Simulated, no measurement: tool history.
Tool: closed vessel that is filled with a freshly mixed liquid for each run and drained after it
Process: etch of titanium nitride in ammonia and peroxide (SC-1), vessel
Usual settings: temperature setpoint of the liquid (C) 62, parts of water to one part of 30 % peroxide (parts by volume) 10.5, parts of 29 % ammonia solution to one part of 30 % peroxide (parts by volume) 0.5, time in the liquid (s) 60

| run | day | temperature setpoint of the liquid (C) | parts of water to one part of 30 % peroxide (parts by volume) | parts of 29 % ammonia solution to one part of 30 % peroxide (parts by volume) | time in the liquid (s) | read-back film thickness of the titanium nitride reference wafer, read on the same gauge (nm) | thickness taken off the titanium nitride on a monitor wafer (angstrom) |
|---|---|---|---|---|---|---|---|
| 1 | 0 | 62 | 10.5 | 0.65 | 60 | 70.04 | 133.8 |
| 2 | 0.538 | 62 | 10.5 | 0.5 | 60 | 69.99 | 127.6 |
| 3 | 0.825 | 62 | 10.5 | 0.5 | 60 | 69.97 | 127.9 |
| 4 | 1.296 | 62 | 14 | 0.5 | 60 | 70 | 108.6 |
|  | 1.392 | ammonia flow meter replaced |
| 5 | 1.575 | 62 | 14 | 0.5 | 60 | 70.01 | 109.8 |
| 6 | 1.971 | 55 | 7 | 0.3 | 95 | 70.01 | 143.3 |
|  | 2.158 | gauge calibrated |
| 7 | 2.321 | 62 | 10.5 | 0.5 | 60 | 70.01 | 127.4 |
| 8 | 2.629 | 55.5 | 10.5 | 0.5 | 60 | 70.02 | 82.6 |
| 9 | 3.188 | 53 | 6 | 0.5 | 60 | 70.01 | 92.5 |
| 10 | 3.883 | 56 | 9 | 0.55 | 60 | 70.02 | 93.7 |
|  | 4.283 | new drum of ammonia solution connected |
| 11 | 4.446 | 62 | 10.5 | 0.5 | 60 | 70 | 129.9 |
|  | 4.621 | thermometer replaced |
| 12 | 4.721 | 62 | 10.5 | 0.5 | 60 | 70.01 | 135.5 |
| 13 | 5.45 | 54 | 10.5 | 0.5 | 30 | 70.01 | 39.5 |
| 14 | 6.088 | 52.5 | 8 | 0.65 | 40 | 70 | 57.5 |
| 15 | 6.838 | 69 | 10.5 | 0.4 | 90 | 70.01 | 304.1 |
| 16 | 8.012 | 62 | 10.5 | 0.5 | 60 | 70.01 | 135 |
| 17 | 8.333 | 62 | 10.5 | 0.6 | 60 | 70 | 139.1 |
| 18 | 8.65 | 62 | 10.5 | 0.5 | 60 | 69.99 | 134.7 |
| 19 | 9.088 | 62 | 10.5 | 0.65 | 60 | 70.03 | 141.3 |
| 20 | 9.412 | 66.5 | 10.5 | 0.4 | 85 | 70 | 244.9 |
| 21 | 9.858 | 62 | 10.5 | 0.4 | 60 | 70 | 129.4 |
| 22 | 10.158 | 67 | 10.5 | 0.5 | 60 | 70 | 185.3 |
| 23 | 10.867 | 70 | 5.5 | 0.5 | 60 | 70.01 | 309.4 |
| 24 | 11.421 | 62 | 10.5 | 0.35 | 60 | 70.01 | 125.8 |
| 25 | 11.725 | 62 | 6 | 0.75 | 60 | 70.02 | 188.8 |
| 26 | 12.125 | 62 | 10.5 | 0.5 | 45 | 70.04 | 100.1 |
| 27 | 12.738 | 62 | 10.5 | 0.5 | 60 | 70.04 | 134 |
| 28 | 13.367 | 62 | 10.5 | 0.5 | 60 | 70.04 | 133.2 |

4 ways to go on from here, each from the tool as it stands after run 28. What would each give?
| A | 13.396 | 62 | 13.5 | 0.5 | 60 | ? | ? |
| B | 13.396 | 62 | 10.5 | 0.55 | 60 | ? | ? |
| C | 13.396 | 64.5 | 10.5 | 0.7 | 60 | ? | ? |
| D | 13.396 | 59.5 | 8 | 0.4 | 60 | ? | ? |

| run | read-back film thickness of the titanium nitride reference wafer, read on the same gauge (nm) | thickness taken off the titanium nitride on a monitor wafer (angstrom) |
|---|---|---|
| A | 70 | 116.6 |
| B | 70 | 135.6 |
| C | 70 | 165.9 |
| D | 70 | 125.4 |
Without the tool's hidden state the same runs would have given:
| run | thickness taken off the titanium nitride on a monitor wafer (angstrom) |
|---|---|
| A | 118.8 |
| B | 138.1 |
| C | 168.9 |
| D | 127.8 |

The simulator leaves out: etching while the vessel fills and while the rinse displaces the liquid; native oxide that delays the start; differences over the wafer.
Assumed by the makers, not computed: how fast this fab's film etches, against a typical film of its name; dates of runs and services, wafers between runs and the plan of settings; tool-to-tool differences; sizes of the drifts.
